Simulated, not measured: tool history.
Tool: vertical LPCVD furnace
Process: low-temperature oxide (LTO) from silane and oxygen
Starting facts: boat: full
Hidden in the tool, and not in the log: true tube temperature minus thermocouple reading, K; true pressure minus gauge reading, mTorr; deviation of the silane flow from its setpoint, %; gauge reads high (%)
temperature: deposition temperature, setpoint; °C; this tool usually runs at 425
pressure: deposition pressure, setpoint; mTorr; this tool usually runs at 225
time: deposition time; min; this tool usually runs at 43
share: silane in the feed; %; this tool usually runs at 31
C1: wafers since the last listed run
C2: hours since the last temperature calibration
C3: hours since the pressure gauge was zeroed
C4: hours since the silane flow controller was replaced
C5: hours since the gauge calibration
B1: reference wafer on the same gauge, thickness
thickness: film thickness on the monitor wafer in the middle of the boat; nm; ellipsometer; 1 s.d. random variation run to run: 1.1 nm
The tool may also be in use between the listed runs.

Run 1, hour 0: usual settings; C1 0; C2 3526.3; C3 1007.6; C4 4696.8; C5 1197.5; B1 294.13. Result: thickness 383.28 nm.
Run 2, hour 53.7: usual settings; C1 523; C2 3580; C3 1061.3; C4 4750.5; C5 1251.2; B1 294.01. Result: thickness 383.21 nm.
Run 3, hour 114.1: usual settings; C1 589; C2 3640.4; C3 1121.7; C4 4810.9; C5 1311.6; B1 293.9. Result: thickness 380.86 nm.
Run 4, hour 185.5: usual settings; C1 696; C2 3711.8; C3 1193.1; C4 4882.3; C5 1383; B1 294.46. Result: thickness 379.84 nm.
Run 5, hour 239.7: usual settings but time 55.5 min, share 34 %; C1 528; C2 3766; C3 1247.3; C4 4936.5; C5 1437.2; B1 293.94. Result: thickness 556.8 nm.
Run 6, hour 276.8: usual settings but time 55.5 min, share 34 %; C1 361; C2 3803.1; C3 1284.4; C4 4973.6; C5 1474.3; B1 294.06. Result: thickness 557.08 nm.
Run 7, hour 381.5: usual settings but time 36 min; C1 1021; C2 3907.8; C3 1389.1; C4 5078.3; C5 1579; B1 294.21. Result: thickness 320.25 nm.
At hour 406.8: gauge calibrated.
At hour 425.9: thermocouples replaced and temperature profile calibrated.
At hour 523.8: silane flow controller replaced.
Run 8, hour 581.7: usual settings but time 56 min; C1 1484; C2 155.8; C3 1589.3; C4 57.9; C5 174.9; B1 294.01. Result: thickness 481.49 nm.
Run 9, hour 651.5: usual settings; C1 680; C2 225.6; C3 1659.1; C4 127.7; C5 244.7; B1 293.85. Result: thickness 369.61 nm.
Run 10, hour 720.8: usual settings but share 35 %; C1 675; C2 294.9; C3 1728.4; C4 197; C5 314; B1 294.03. Result: thickness 435.72 nm.
Run 11, hour 807.5: usual settings but time 38.5 min, share 37 %; C1 845; C2 381.6; C3 1815.1; C4 283.7; C5 400.7; B1 294.23. Result: thickness 417.95 nm.
At hour 844.1: pressure gauge zeroed.
Run 12, hour 915.4: usual settings but temperature 421 °C, time 29 min; C1 818; C2 489.5; C3 71.3; C4 391.6; C5 508.6; B1 293.79. Result: thickness 230.84 nm.
Run 13, hour 960.1: usual settings; C1 435; C2 534.2; C3 116; C4 436.3; C5 553.3; B1 294. Result: thickness 359.08 nm.
Run 14, hour 1003.3: usual settings but temperature 420 °C; C1 421; C2 577.4; C3 159.2; C4 479.5; C5 596.5; B1 293.92. Result: thickness 342.78 nm.
Run 15, hour 1045.3: usual settings but temperature 434 °C, pressure 200 mTorr, share 27 %; C1 409; C2 619.4; C3 201.2; C4 521.5; C5 638.5; B1 293.89. Result: thickness 291.21 nm.
Run 16, hour 1114.7: usual settings but pressure 275 mTorr; C1 676; C2 688.8; C3 270.6; C4 590.9; C5 707.9; B1 294.13. Result: thickness 442.61 nm.
Run 17, hour 1181.9: usual settings but temperature 417 °C; C1 655; C2 756; C3 337.8; C4 658.1; C5 775.1; B1 294.21. Result: thickness 332.81 nm.
Run 18, hour 1253.9: usual settings but temperature 420 °C; C1 702; C2 828; C3 409.8; C4 730.1; C5 847.1; B1 294.04. Result: thickness 345.52 nm.
Run 19, hour 1338.8: usual settings but temperature 422 °C, pressure 275 mTorr; C1 827; C2 912.9; C3 494.7; C4 815; C5 932; B1 294.3. Result: thickness 432.38 nm.

Measured minus without-hidden-state, run by run (identical run-to-run variation in each term; gauge scatter may differ):
run  thickness
  1     +30.92
  2      +31.2
  3     +31.32
  4     +31.56
  5     +46.07
  6      +46.3
  7     +27.21
  8      +25.5
  9     +20.39
 10     +24.78
 11     +24.67
 12       +4.5
 13      +8.34
 14       +9.3
 15      +9.14
 16     +14.33
 17     +13.29
 18     +15.16
 19     +18.99
